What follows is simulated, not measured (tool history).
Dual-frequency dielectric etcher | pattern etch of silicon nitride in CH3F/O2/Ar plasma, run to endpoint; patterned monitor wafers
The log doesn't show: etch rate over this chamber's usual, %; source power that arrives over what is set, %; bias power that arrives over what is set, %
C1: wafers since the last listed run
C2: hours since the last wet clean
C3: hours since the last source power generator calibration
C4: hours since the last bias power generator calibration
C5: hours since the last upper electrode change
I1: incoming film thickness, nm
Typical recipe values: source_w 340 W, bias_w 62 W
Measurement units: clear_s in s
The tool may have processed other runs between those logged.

Run 1, hour 0: usual settings; C1 0; C2 155.9; C3 4320.4; C4 2226.2; C5 2652; I1 22.21. Result: clear_s 35.9 s.
Run 2, hour 16.2: usual settings; C1 150; C2 172.1; C3 4336.6; C4 2242.4; C5 2668.2; I1 22.19. Result: clear_s 35.5 s.
Run 3, hour 30.7: usual settings; C1 134; C2 186.6; C3 4351.1; C4 2256.9; C5 2682.7; I1 22.02. Result: clear_s 35.3 s.
Run 4, hour 39: usual settings but bias_w 55 W; C1 77; C2 194.9; C3 4359.4; C4 2265.2; C5 2691; I1 22.26. Result: clear_s 37.4 s.
Run 5, hour 55.4: usual settings but bias_w 55 W; C1 152; C2 211.3; C3 4375.8; C4 2281.6; C5 2707.4; I1 22.46. Result: clear_s 37.5 s.
Run 6, hour 64.3: usual settings but bias_w 66 W; C1 82; C2 220.2; C3 4384.7; C4 2290.5; C5 2716.3; I1 22.23. Result: clear_s 34.9 s.
Run 7, hour 79.3: usual settings but bias_w 66 W; C1 139; C2 235.2; C3 4399.7; C4 2305.5; C5 2731.3; I1 22.33. Result: clear_s 34.8 s.
Run 8, hour 89.8: usual settings but bias_w 66 W; C1 97; C2 245.7; C3 4410.2; C4 2316; C5 2741.8; I1 22.4. Result: clear_s 35.1 s.
Run 9, hour 97.9: usual settings; C1 75; C2 253.8; C3 4418.3; C4 2324.1; C5 2749.9; I1 22.36. Result: clear_s 35.7 s.
Run 10, hour 107.8: usual settings; C1 91; C2 263.7; C3 4428.2; C4 2334; C5 2759.8; I1 22.52. Result: clear_s 35.9 s.
Run 11, hour 115.9: usual settings; C1 75; C2 271.8; C3 4436.3; C4 2342.1; C5 2767.9; I1 22.24. Result: clear_s 35.6 s.
Run 12, hour 128.3: usual settings; C1 115; C2 284.2; C3 4448.7; C4 2354.5; C5 2780.3; I1 22.28. Result: clear_s 36.2 s.
Run 13, hour 145.8: usual settings; C1 162; C2 301.7; C3 4466.2; C4 2372; C5 2797.8; I1 22.14. Result: clear_s 35.8 s.
Run 14, hour 162.7: usual settings; C1 156; C2 318.6; C3 4483.1; C4 2388.9; C5 2814.7; I1 22.45. Result: clear_s 35.9 s.
Run 15, hour 176.5: usual settings; C1 128; C2 332.4; C3 4496.9; C4 2402.7; C5 2828.5; I1 22.32. Result: clear_s 36 s.
At hour 206.5: upper electrode replaced.
Run 16, hour 207: usual settings but source_w 360 W, bias_w 76 W; C1 60; C2 362.9; C3 4527.4; C4 2433.2; C5 0.5; I1 22.23. Result: clear_s 32.7 s.
Run 17, hour 207.4: usual settings but source_w 310 W, bias_w 67 W; C1 3; C2 363.3; C3 4527.8; C4 2433.6; C5 0.9; I1 22.33. Result: clear_s 36.3 s.
Run 18, hour 214.1: usual settings but source_w 270 W, bias_w 48 W; C1 62; C2 370; C3 4534.5; C4 2440.3; C5 7.6; I1 21.99. Result: clear_s 41.4 s.
At hour 237.4: bias power generator calibrated.
At hour 240.3: wet clean of the chamber.
Run 19, hour 240.8: usual settings but bias_w 55 W; C1 183; C2 0.5; C3 4561.2; C4 3.4; C5 34.3; I1 22.1. Result: clear_s 36.7 s.
Run 20, hour 245.4: usual settings; C1 42; C2 5.1; C3 4565.8; C4 8; C5 38.9; I1 22.28. Result: clear_s 36 s.
Run 21, hour 256.4: usual settings but bias_w 74 W; C1 102; C2 16.1; C3 4576.8; C4 19; C5 49.9; I1 22.22. Result: clear_s 33.4 s.
Run 22, hour 267.1: usual settings but source_w 400 W, bias_w 56 W; C1 99; C2 26.8; C3 4587.5; C4 29.7; C5 60.6; I1 22.37. Result: clear_s 35.6 s.
Run 23, hour 276: usual settings but source_w 280 W, bias_w 46 W; C1 82; C2 35.7; C3 4596.4; C4 38.6; C5 69.5; I1 21.98. Result: clear_s 41.3 s.
At hour 285.9: source power generator calibrated.
Run 24, hour 292.8: usual settings but source_w 400 W, bias_w 46 W; C1 118; C2 52.5; C3 6.9; C4 55.4; C5 86.3; I1 22.2. Result: clear_s 38.4 s.
Run 25, hour 299.7: usual settings; C1 64; C2 59.4; C3 13.8; C4 62.3; C5 93.2; I1 22.17. Result: clear_s 35.5 s.
Run 26, hour 308.9: usual settings but source_w 280 W; C1 85; C2 68.6; C3 23; C4 71.5; C5 102.4; I1 22.32. Result: clear_s 37.6 s.
Run 27, hour 318.5: usual settings but source_w 270 W, bias_w 54 W; C1 89; C2 78.2; C3 32.6; C4 81.1; C5 112; I1 22.32. Result: clear_s 40.5 s.
Run 28, hour 326: usual settings but source_w 380 W, bias_w 72 W; C1 69; C2 85.7; C3 40.1; C4 88.6; C5 119.5; I1 22.38. Result: clear_s 33.3 s.
Run 29, hour 340.7: usual settings; C1 136; C2 100.4; C3 54.8; C4 103.3; C5 134.2; I1 22.2. Result: clear_s 35.2 s.
Run 30, hour 362.2: usual settings but source_w 270 W, bias_w 52 W; C1 199; C2 121.9; C3 76.3; C4 124.8; C5 155.7; I1 22.2. Result: clear_s 40.4 s.

List, for all runs, the conditions of the tool that the log does not record:
etch rate over this chamber's usual, %: 0, the same for each run
source power that arrives over what is set, %: 0, the same for each run
bias power that arrives over what is set, %: 0, the same for each run
